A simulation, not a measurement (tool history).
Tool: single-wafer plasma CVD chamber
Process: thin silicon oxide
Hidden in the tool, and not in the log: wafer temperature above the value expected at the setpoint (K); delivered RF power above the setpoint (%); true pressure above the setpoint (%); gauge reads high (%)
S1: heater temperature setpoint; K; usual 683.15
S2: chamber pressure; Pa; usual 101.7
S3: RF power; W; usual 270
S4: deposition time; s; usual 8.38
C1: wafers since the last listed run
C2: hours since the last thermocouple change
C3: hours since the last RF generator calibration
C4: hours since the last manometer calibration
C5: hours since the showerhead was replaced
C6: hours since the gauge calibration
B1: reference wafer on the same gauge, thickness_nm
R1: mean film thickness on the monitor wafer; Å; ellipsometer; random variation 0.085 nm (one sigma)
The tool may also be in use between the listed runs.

| run | day | S1 | S2 | S3 | S4 | C1 | C2 | C3 | C4 | C5 | C6 | B1 | R1 |
|---|---|---|---|---|---|---|---|---|---|---|---|---|---|
| 1 | 0.000 | 683.15 | 101.7 | 270 | 9.12 | 0 | 979.7 | 692.5 | 2202.5 | 4004.0 | 238.1 | 17.113 | 158.37 |
| 2 | 4.138 | 683.15 | 101.7 | 230 | 9.57 | 3521 | 1079.0 | 791.8 | 2301.8 | 4103.3 | 337.4 | 17.092 | 153.16 |
| 3 | 6.471 | 683.15 | 101.7 | 230 | 9.57 | 1986 | 1135.0 | 847.8 | 2357.8 | 4159.3 | 393.4 | 17.083 | 153.25 |
| 4 | 7.721 | 683.15 | 101.7 | 270 | 8.38 | 1063 | 1165.0 | 877.8 | 2387.8 | 4189.3 | 423.4 | 17.109 | 141.81 |
| 5 | 8.325 | 683.15 | 101.7 | 270 | 8.38 | 514 | 1179.5 | 892.3 | 2402.3 | 4203.8 | 437.9 | 17.114 | 142.98 |
| 6 | 9.071 | 683.15 | 101.7 | 270 | 8.38 | 634 | 1197.4 | 910.2 | 2420.2 | 4221.7 | 455.8 | 17.122 | 144.07 |
| 7 | 10.142 | 683.15 | 101.7 | 270 | 8.38 | 911 | 1223.1 | 935.9 | 2445.9 | 4247.4 | 481.5 | 17.093 | 143.35 |
| 8 | 11.429 | 683.15 | 101.7 | 270 | 8.38 | 1095 | 1254.0 | 966.8 | 2476.8 | 4278.3 | 512.4 | 17.122 | 141.79 |
| 9 | 12.617 | 683.15 | 101.7 | 270 | 8.38 | 1010 | 1282.5 | 995.3 | 2505.3 | 4306.8 | 540.9 | 17.078 | 144.67 |
| 10 | 13.533 | 683.15 | 101.7 | 270 | 8.38 | 780 | 1304.5 | 1017.3 | 2527.3 | 4328.8 | 562.9 | 17.095 | 142.82 |
|  | 13.867 | RF generator calibrated |
| 11 | 14.404 | 683.15 | 101.7 | 270 | 8.38 | 457 | 1325.4 | 12.9 | 2548.2 | 4349.7 | 583.8 | 17.076 | 143.76 |
| 12 | 15.896 | 683.15 | 101.7 | 270 | 8.38 | 1269 | 1361.2 | 48.7 | 2584.0 | 4385.5 | 619.6 | 17.118 | 143.53 |
| 13 | 16.479 | 683.15 | 101.7 | 270 | 8.38 | 496 | 1375.2 | 62.7 | 2598.0 | 4399.5 | 633.6 | 17.088 | 141.76 |
| 14 | 17.971 | 683.15 | 101.7 | 270 | 8.38 | 1269 | 1411.0 | 98.5 | 2633.8 | 4435.3 | 669.4 | 17.099 | 142.51 |
| 15 | 18.796 | 683.15 | 101.7 | 270 | 9.04 | 702 | 1430.8 | 118.3 | 2653.6 | 4455.1 | 689.2 | 17.096 | 152.41 |
| 16 | 19.367 | 683.15 | 101.7 | 270 | 8.38 | 485 | 1444.5 | 132.0 | 2667.3 | 4468.8 | 702.9 | 17.099 | 142.20 |
|  | 19.921 | gauge calibrated |
|  | 20.604 | showerhead replaced |
| 17 | 20.712 | 695.15 | 101.7 | 245 | 8.38 | 861 | 1476.8 | 164.3 | 2699.6 | 2.6 | 19.0 | 17.103 | 134.62 |
|  | 21.717 | capacitance manometer re-zeroed and calibrated |
|  | 21.812 | thermocouple changed; heater temperature recalibrated |
| 18 | 21.833 | 697.15 | 101.7 | 290 | 8.38 | 588 | 0.5 | 191.2 | 2.8 | 29.5 | 45.9 | 17.094 | 157.81 |
| 19 | 22.771 | 693.15 | 101.7 | 270 | 8.38 | 797 | 23.0 | 213.7 | 25.3 | 52.0 | 68.4 | 17.134 | 153.42 |
| 20 | 24.146 | 683.15 | 81.9 | 270 | 8.38 | 1170 | 56.0 | 246.7 | 58.3 | 85.0 | 101.4 | 17.096 | 122.51 |
| 21 | 25.388 | 689.15 | 92.7 | 285 | 7.30 | 1056 | 85.8 | 276.5 | 88.1 | 114.8 | 131.2 | 17.099 | 123.61 |
| 22 | 26.167 | 675.15 | 101.7 | 270 | 9.28 | 663 | 104.5 | 295.2 | 106.8 | 133.5 | 149.9 | 17.074 | 171.59 |
| 23 | 26.958 | 697.15 | 101.7 | 245 | 8.38 | 673 | 123.5 | 314.2 | 125.8 | 152.5 | 168.9 | 17.093 | 145.34 |
| 24 | 28.029 | 683.15 | 101.7 | 270 | 8.38 | 911 | 149.2 | 339.9 | 151.5 | 178.2 | 194.6 | 17.102 | 153.87 |
| 25 | 29.012 | 683.15 | 101.7 | 270 | 7.17 | 836 | 172.8 | 363.5 | 175.1 | 201.8 | 218.2 | 17.106 | 131.87 |
| 26 | 29.521 | 683.15 | 92.1 | 230 | 9.65 | 432 | 185.0 | 375.7 | 187.3 | 214.0 | 230.4 | 17.119 | 148.54 |
| 27 | 30.788 | 683.15 | 101.7 | 270 | 8.38 | 1078 | 215.4 | 406.1 | 217.7 | 244.4 | 260.8 | 17.112 | 154.28 |
| 28 | 31.304 | 683.15 | 101.7 | 270 | 8.38 | 439 | 227.8 | 418.5 | 230.1 | 256.8 | 273.2 | 17.105 | 152.13 |
| 29 | 31.979 | 691.15 | 119.9 | 255 | 7.85 | 574 | 244.0 | 434.7 | 246.3 | 273.0 | 289.4 | 17.112 | 162.07 |

Forecast each of these 4 alternatives for the next run:
| A | 31.996 | 678.15 | 101.7 | 270 | 8.38 | 14 | 244.4 | 435.1 | 246.7 | 273.4 | 289.8 | ? | ? |
| B | 31.996 | 683.15 | 93.1 | 270 | 7.55 | 14 | 244.4 | 435.1 | 246.7 | 273.4 | 289.8 | ? | ? |
| C | 31.996 | 683.15 | 123.1 | 305 | 8.38 | 14 | 244.4 | 435.1 | 246.7 | 273.4 | 289.8 | ? | ? |
| D | 31.996 | 683.15 | 119.1 | 270 | 8.38 | 14 | 244.4 | 435.1 | 246.7 | 273.4 | 289.8 | ? | ? |

| run | B1 | R1 |
|---|---|---|
| A | 17.128 | 153.70 |
| B | 17.128 | 125.87 |
| C | 17.128 | 191.33 |
| D | 17.128 | 176.88 |
Without the tool's hidden state the same runs would have given:
| run | R1 |
|---|---|
| A | 156.93 |
| B | 128.70 |
| C | 194.84 |
| D | 180.12 |
